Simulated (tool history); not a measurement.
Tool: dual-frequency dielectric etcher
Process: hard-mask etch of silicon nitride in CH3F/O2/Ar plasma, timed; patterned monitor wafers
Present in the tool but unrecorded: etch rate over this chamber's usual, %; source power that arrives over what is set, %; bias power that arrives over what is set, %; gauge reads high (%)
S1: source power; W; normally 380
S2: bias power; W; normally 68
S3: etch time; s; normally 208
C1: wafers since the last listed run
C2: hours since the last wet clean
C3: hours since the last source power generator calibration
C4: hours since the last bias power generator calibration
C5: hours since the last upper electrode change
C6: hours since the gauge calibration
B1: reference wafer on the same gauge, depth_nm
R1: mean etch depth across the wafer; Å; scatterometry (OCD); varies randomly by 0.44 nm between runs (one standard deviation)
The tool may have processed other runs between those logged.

run	hour	S1	S2	S3	C1	C2	C3	C4	C5	C6	B1	R1
1	0	360	68	208	0	255.3	2746	1329.6	2773.4	211.9	156	1463
2	11.7	380	68	208	46	267	2757.7	1341.3	2785.1	223.6	155.9	1513
3	29.5	380	68	208	70	284.8	2775.5	1359.1	2802.9	241.4	155.9	1503
4	36.9	380	68	208	29	292.2	2782.9	1366.5	2810.3	248.8	156	1505
5	44.2	380	68	208	28	299.5	2790.2	1373.8	2817.6	256.1	156	1505
6	57.9	380	68	208	54	313.2	2803.9	1387.5	2831.3	269.8	156	1511
7	70.6	380	68	208	50	325.9	2816.6	1400.2	2844	282.5	156.1	1515
8	83.2	380	68	208	49	338.5	2829.2	1412.8	2856.6	295.1	156	1516
9	92.5	380	68	237	36	347.8	2838.5	1422.1	2865.9	304.4	156	1728
10	105	470	85	232.5	49	360.3	2851	1434.6	2878.4	316.9	156.1	1995
11	120.6	380	68	208	61	375.9	2866.6	1450.2	2894	332.5	156	1511
12	138.2	380	68	208	69	393.5	2884.2	1467.8	2911.6	350.1	156	1518
13	155.6	310	81	172	68	410.9	2901.6	1485.2	2929	367.5	155.8	1188
14	172.7	380	54	208	67	428	2918.7	1502.3	2946.1	384.6	155.9	1427
# hour 203.9: wet clean of the chamber
15	221.5	380	68	164.5	97	17.6	2967.5	1551.1	2994.9	433.4	156.1	1241
16	233.3	380	68	258	46	29.4	2979.3	1562.9	3006.7	445.2	156	1951
17	247.1	380	63	208	54	43.2	2993.1	1576.7	3020.5	459	155.9	1534
# hour 273.9: bias power generator calibrated
# hour 276.6: gauge calibrated
# hour 283.9: upper electrode replaced
# hour 285.1: source power generator calibrated
# hour 294.2: wet clean of the chamber, repeated, since the last time left the tool worse
18	294.7	330	81	238.5	91	0.5	9.6	20.8	10.8	18.1	156	1647
19	295.1	440	59	208	1	0.9	10	21.2	11.2	18.5	155.9	1519
20	295.5	380	68	208	1	1.3	10.4	21.6	11.6	18.9	155.9	1473
21	297.8	330	81	238.5	9	3.6	12.7	23.9	13.9	21.2	156.1	1649
22	313.7	440	75	191	62	19.5	28.6	39.8	29.8	37.1	156	1490
23	325.4	380	83	237.5	46	31.2	40.3	51.5	41.5	48.8	155.9	1779
24	342.7	380	68	208	68	48.5	57.6	68.8	58.8	66.1	155.9	1474
25	349.7	410	77	248	27	55.5	64.6	75.8	65.8	73.1	156.2	1905
26	359.4	380	84	208	38	65.2	74.3	85.5	75.5	82.8	156.2	1572
27	372.2	480	68	247	50	78	87.1	98.3	88.3	95.6	156.1	1968
28	385.4	470	85	232.5	52	91.2	100.3	111.5	101.5	108.8	155.9	1959
29	394.6	310	74	183	36	100.4	109.5	120.7	110.7	118	156.1	1204
30	402.4	380	81	208	30	108.2	117.3	128.5	118.5	125.8	155.9	1561
31	416.3	330	57	185	54	122.1	131.2	142.4	132.4	139.7	155.9	1164

Selected run-to-run steps in R1, each split into two signed amounts: the part the tool would show with no hidden state at all (from settings, incoming material and random variation), and the remainder, which goes to the hidden state together with any gauge scatter not common to the measured and the hidden-state-free results:
Run 10 -> 11: S1 470 -> 380, S2 85 -> 68, S3 232.5 -> 208. R1 -484 Å: hidden state -10, all else -474.
Run 14 -> 15: S2 54 -> 68, S3 208 -> 164.5, wet clean of the chamber. R1 -186 Å: hidden state +33, all else -219.
Run 15 -> 16: S3 164.5 -> 258. R1 +710 Å: hidden state +44, all else +666.
Run 17 -> 18: S1 380 -> 330, S2 63 -> 81, S3 208 -> 238.5, bias power generator calibrated, gauge calibrated, upper electrode replaced, source power generator calibrated, wet clean of the chamber, repeated, since the last time left the tool worse. R1 +113 Å: hidden state -100, all else +213.
Run 28 -> 29: S1 470 -> 310, S2 85 -> 74, S3 232.5 -> 183. R1 -755 Å: hidden state -1, all else -754.
